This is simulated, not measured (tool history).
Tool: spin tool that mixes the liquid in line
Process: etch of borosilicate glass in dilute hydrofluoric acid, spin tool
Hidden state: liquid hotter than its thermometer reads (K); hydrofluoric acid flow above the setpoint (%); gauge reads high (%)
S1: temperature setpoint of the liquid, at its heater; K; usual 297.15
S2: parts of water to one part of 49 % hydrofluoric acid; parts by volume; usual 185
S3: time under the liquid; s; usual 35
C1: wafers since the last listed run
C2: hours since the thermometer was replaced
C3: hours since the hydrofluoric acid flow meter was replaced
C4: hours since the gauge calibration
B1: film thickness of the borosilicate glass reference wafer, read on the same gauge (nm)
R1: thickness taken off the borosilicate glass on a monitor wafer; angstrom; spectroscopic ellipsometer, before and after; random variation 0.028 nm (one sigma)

run   hour      S1   S2  S3   C1      C2      C3     C4     B1    R1
  1    0.0  298.65  185  50    0  1029.2   799.4  188.2  80.00  99.7
  2    9.7  298.65  185  50   81  1038.9   809.1  197.9  79.98  98.9
  3   16.7  298.65  185  50   58  1045.9   816.1  204.9  80.02  99.5
  4   32.5  297.15  185  35  131  1061.7   831.9  220.7  80.01  65.7
  5   43.8  297.15  185  35   94  1073.0   843.2  232.0  80.01  65.8
  6   51.8  297.15  185  35   66  1081.0   851.2  240.0  80.03  65.7
  7   62.2  297.15  215  35   86  1091.4   861.6  250.4  79.97  55.1
  8   72.8  297.15  185  35   88  1102.0   872.2  261.0  79.99  65.4
  9   85.5  297.15  185  35  106  1114.7   884.9  273.7  80.01  65.4
 10  126.2  297.15  185  35  340  1155.4   925.6  314.4  79.99  65.7
 11  135.8  295.15  185  35   80  1165.0   935.2  324.0  79.99  61.3
     139.4  -- gauge calibrated
 12  147.2  295.15  185  35   95  1176.4   946.6    7.8  80.01  61.1
 13  161.3  297.15  225  25  117  1190.5   960.7   21.9  79.99  36.8
 14  173.2  300.15  185  35   99  1202.4   972.6   33.8  80.04  73.1
 15  185.7  301.65  185  35  104  1214.9   985.1   46.3  80.02  77.6
 16  198.7  301.65  140  15  108  1227.9   998.1   59.3  79.98  46.2
     209.5  -- thermometer replaced
 17  215.6  295.15  185  35  132     6.1  1015.0   76.2  79.96  61.2
     217.9  -- hydrofluoric acid flow meter replaced
 18  231.8  297.15  185  35  126    22.3    13.9   92.4  80.02  65.6
 19  238.4  297.15  130  35   55    28.9    20.5   99.0  79.95  99.5
 20  250.8  300.65  135  15  103    41.3    32.9  111.4  79.97  46.5
 21  261.0  295.15  185  20   85    51.5    43.1  121.6  79.97  34.7
 22  269.9  301.65  140  15   74    60.4    52.0  130.5  79.96  46.7
 23  276.5  297.15  185  35   55    67.0    58.6  137.1  80.03  65.6
 24  288.9  297.15  100  25  103    79.4    71.0  149.5  79.96  95.6
 25  304.8  294.15  250  25  132    95.3    86.9  165.4  80.02  28.8
 26  312.5  297.15  185  35   64   103.0    94.6  173.1  80.00  65.9
 27  318.7  292.65  185  35   51   109.2   100.8  179.3  79.99  55.4

The tool's hidden state at each run:
liquid hotter than its thermometer reads (K): 0 in every run
hydrofluoric acid flow above the setpoint (%): 0 in every run
gauge reads high (%): 0 in every run
